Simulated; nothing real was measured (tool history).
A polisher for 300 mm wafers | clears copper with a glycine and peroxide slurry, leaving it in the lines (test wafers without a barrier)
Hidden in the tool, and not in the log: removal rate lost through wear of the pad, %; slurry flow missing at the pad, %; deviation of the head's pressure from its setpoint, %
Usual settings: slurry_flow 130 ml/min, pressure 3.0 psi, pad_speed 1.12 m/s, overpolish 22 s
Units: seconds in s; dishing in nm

run,hour,slurry_flow,pressure,pad_speed,overpolish,wafers since the last listed run,wafers polished on this pad,hours since the slurry nozzle was cleaned,hours since the head pressure was calibrated,"incoming thickness of the incoming film, nm",seconds,dishing
1,0.0,130,3.0,1.12,22,0,666,299.6,504.6,669.5,93.5,93.7
2,171.9,130,3.0,1.12,22,1738,2405,471.5,676.5,674.9,97.6,90.0
3,243.3,130,3.0,1.12,22,722,3127,542.9,747.9,666.7,101.3,89.6
4,314.3,130,3.0,1.12,22,718,3846,613.9,818.9,675.9,105.3,81.6
5,367.0,130,3.0,1.12,22,533,4379,666.6,871.6,664.6,114.2,81.0
# hour 407.2: slurry nozzle cleaned
# hour 418.2: worn pad replaced by a new one
6,421.9,130,3.0,1.12,22,504,37,14.7,926.5,670.8,90.9,98.5
7,463.4,130,3.6,1.12,22,419,457,56.2,968.0,673.6,77.3,108.4
8,567.7,130,3.6,1.12,22,1055,1512,160.5,1072.3,664.8,78.0,111.2
9,624.4,130,3.0,1.12,22,573,2086,217.2,1129.0,662.9,89.2,93.7
10,684.5,130,3.0,1.12,22,607,2693,277.3,1189.1,657.0,90.7,94.7
11,773.2,130,3.0,0.82,22,897,3591,366.0,1277.8,666.7,117.9,79.9
12,813.7,130,3.0,0.82,22,409,4000,406.5,1318.3,672.1,122.1,79.2
# hour 950.8: slurry nozzle cleaned
# hour 991.8: head pressure recalibrated
# hour 1004.9: worn pad replaced by a new one
13,1135.9,130,3.0,0.82,22,3188,1324,185.1,144.1,662.3,120.0,81.3
14,1239.7,130,3.0,1.12,22,1049,2374,288.9,247.9,662.6,91.5,96.9
15,1302.7,130,3.0,1.12,22,637,3012,351.9,310.9,664.8,94.0,91.7
16,1361.4,130,3.0,1.12,22,593,3605,410.6,369.6,659.5,93.9,97.7
17,1400.8,130,3.0,1.12,33,398,4004,450.0,409.0,669.2,98.2,122.3
18,1494.1,150,3.7,1.12,26,943,4948,543.3,502.3,657.1,79.4,116.8
# hour 1576.6: worn pad replaced by a new one
19,1579.4,115,3.9,0.78,31,822,27,628.6,587.6,663.7,118.7,104.3
# hour 1629.8: slurry nozzle cleaned
20,1669.1,130,2.7,1.42,32,897,925,39.3,677.3,671.0,82.6,128.2
21,1737.4,130,3.0,1.12,22,690,1615,107.6,745.6,674.2,94.3,97.8
22,1820.6,160,3.0,1.36,27,841,2457,190.8,828.8,676.8,74.2,127.1
23,1908.4,155,3.0,1.12,22,888,3345,278.6,916.6,661.3,89.4,98.4
24,1963.6,130,3.0,1.12,22,558,3904,333.8,971.8,665.0,92.0,95.8
25,2070.5,130,3.9,1.12,22,1081,4985,440.7,1078.7,664.7,75.9,107.6
# hour 2140.4: worn pad replaced by a new one
26,2158.0,130,2.6,1.12,22,844,178,528.2,1166.2,678.8,115.6,83.5
# hour 2202.4: slurry nozzle cleaned
27,2225.1,90,3.0,1.36,22,668,846,22.7,1233.3,662.9,83.9,100.4
28,2274.0,130,3.0,0.82,22,494,1341,71.6,1282.2,664.8,116.2,82.2
29,2376.5,130,3.4,1.12,22,1036,2378,174.1,1384.7,673.2,83.0,103.5
# hour 2388.2: head pressure recalibrated
30,2416.0,100,3.0,1.12,10,379,2757,213.6,27.8,660.8,96.6,49.0
31,2474.6,130,2.1,1.12,17,592,3350,272.2,86.4,668.7,124.7,61.0
32,2510.8,130,3.0,1.28,17,366,3716,308.4,122.6,662.2,82.2,82.9
# hour 2681.2: worn pad replaced by a new one
33,2763.7,130,3.0,0.90,9,2517,834,561.3,375.5,667.1,118.2,37.0

Hidden state at the last listed run before each entry between runs and at the first one after, where it differs:
Between runs 5 and 6: slurry nozzle cleaned (hour 407.2); worn pad replaced by a new one (hour 418.2)
  slurry flow missing at the pad, %: 51.6 -> 1.28
  measured less the result without the state, seconds: +24.8 -> +0.3 s; dishing: -16.2 -> -0.2 nm
Between runs 12 and 13: slurry nozzle cleaned (hour 950.8); head pressure recalibrated (hour 991.8); worn pad replaced by a new one (hour 1004.9)
  slurry flow missing at the pad, %: 18.6 -> 6.67
  measured less the result without the state, seconds: +6.0 -> +1.9 s; dishing: -3.2 -> -1.0 nm
Between runs 18 and 19: worn pad replaced by a new one (hour 1576.6)
  slurry flow missing at the pad, %: 34.1 -> 44.6
  measured less the result without the state, seconds: +7.6 -> +22.0 s; dishing: -7.7 -> -16.2 nm
Between runs 19 and 20: slurry nozzle cleaned (hour 1629.8)
  slurry flow missing at the pad, %: 44.6 -> 0.407
  measured less the result without the state, seconds: +22.0 -> +0.1 s; dishing: -16.2 -> +0.0 nm
Between runs 25 and 26: worn pad replaced by a new one (hour 2140.4)
  slurry flow missing at the pad, %: 20.6 -> 29.5
  measured less the result without the state, seconds: +4.2 -> +10.3 s; dishing: -4.3 -> -6.0 nm
Between runs 26 and 27: slurry nozzle cleaned (hour 2202.4)
  slurry flow missing at the pad, %: 29.5 -> 1.31
  measured less the result without the state, seconds: +10.3 -> +0.3 s; dishing: -6.0 -> -0.3 nm
Between runs 29 and 30: head pressure recalibrated (hour 2388.2)
  slurry flow missing at the pad, %: 4.43 -> 6.04
  measured less the result without the state, seconds: +0.8 -> +1.8 s; dishing: -0.7 -> -0.8 nm
Between runs 32 and 33: worn pad replaced by a new one (hour 2681.2)
  slurry flow missing at the pad, %: 11.2 -> 34.3
  measured less the result without the state, seconds: +2.2 -> +13.0 s; dishing: -1.8 -> -4.1 nm
